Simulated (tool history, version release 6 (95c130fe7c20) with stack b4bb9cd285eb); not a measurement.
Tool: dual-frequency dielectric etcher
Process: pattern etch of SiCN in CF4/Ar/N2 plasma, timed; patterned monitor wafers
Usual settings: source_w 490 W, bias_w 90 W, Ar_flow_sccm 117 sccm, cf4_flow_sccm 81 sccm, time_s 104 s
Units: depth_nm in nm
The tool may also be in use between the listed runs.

run     day  source_w  bias_w  Ar_flow_sccm  cf4_flow_sccm  time_s  read-back reference wafer on the same gauge, depth_nm  depth_nm
  1       0       490      90           117             81     104                                                   98.1     104.4
  2   0.708       490      90           117             81     104                                                     98     103.7
      1.454  -- source power generator calibrated
  3   2.167       570      90           117             81    96.5                                                   97.9     111.3
      4.325  -- upper electrode replaced
  4   4.346       570      90           117             81    96.5                                                   97.8     112.4
  5   4.929       490      90           117             81    96.5                                                     98      97.8
      5.733  -- Ar flow controller replaced
  6   7.362       490      90           117             81    96.5                                                   98.1      97.6
  7   9.633       490      90           117             81     104                                                   97.9     106.9
  8  11.171       530      82            93             92     104                                                     98     112.8
  9  13.462       410      90           117             81   127.5                                                   98.1     111.6
 10  15.138       490      90            89             91   126.5                                                   97.9     135.3
 11  16.958       490      81           128             81   133.5                                                   98.1     129.4
 12   18.55       490     108           117             64     104                                                   97.9     117.7
 13  19.975       560      90           117             88   131.5                                                   97.9     157.6
     21.862  -- wet clean of the chamber
 14  22.075       410     103           117             81     104                                                     98      95.8
 15  24.871       570      90           117             81    96.5                                                     98     112.3
       25.5  -- gauge calibrated
      27.75  -- bias power generator calibrated
 16  32.088       490      83            96             81     104                                                     98     103.1
         33  -- CF4 flow controller replaced
 17  33.496       410      90           117             81   127.5                                                     98     112.3
 18   36.25       460      90           117             81     104                                                   97.9     102.7
 19  37.921       490      81           128             81   133.5                                                     98     130.1
 20  40.483       490      76           100             81   116.5                                                   98.1     113.5
      42.55  -- wet clean of the chamber
 21   43.35       490      90           117             81   113.5                                                     98     113.6
 22  48.417       490      90           117             81     104                                                     98     106.4

Forecast each of these 3 alternatives for the next run:
  A  48.433       490      90           117             62     104                                                      ?         ?
  B  48.433       490      90           132             81     104                                                      ?         ?
  C  48.433       490      90           117             71     104                                                      ?         ?

run  read-back reference wafer on the same gauge, depth_nm  depth_nm
  A                                                     98     103.1
  B                                                     98     105.4
  C                                                     98     104.9
Without the tool's hidden state the same runs would have given:
run  depth_nm
  A     101.6
  B       104
  C     103.4
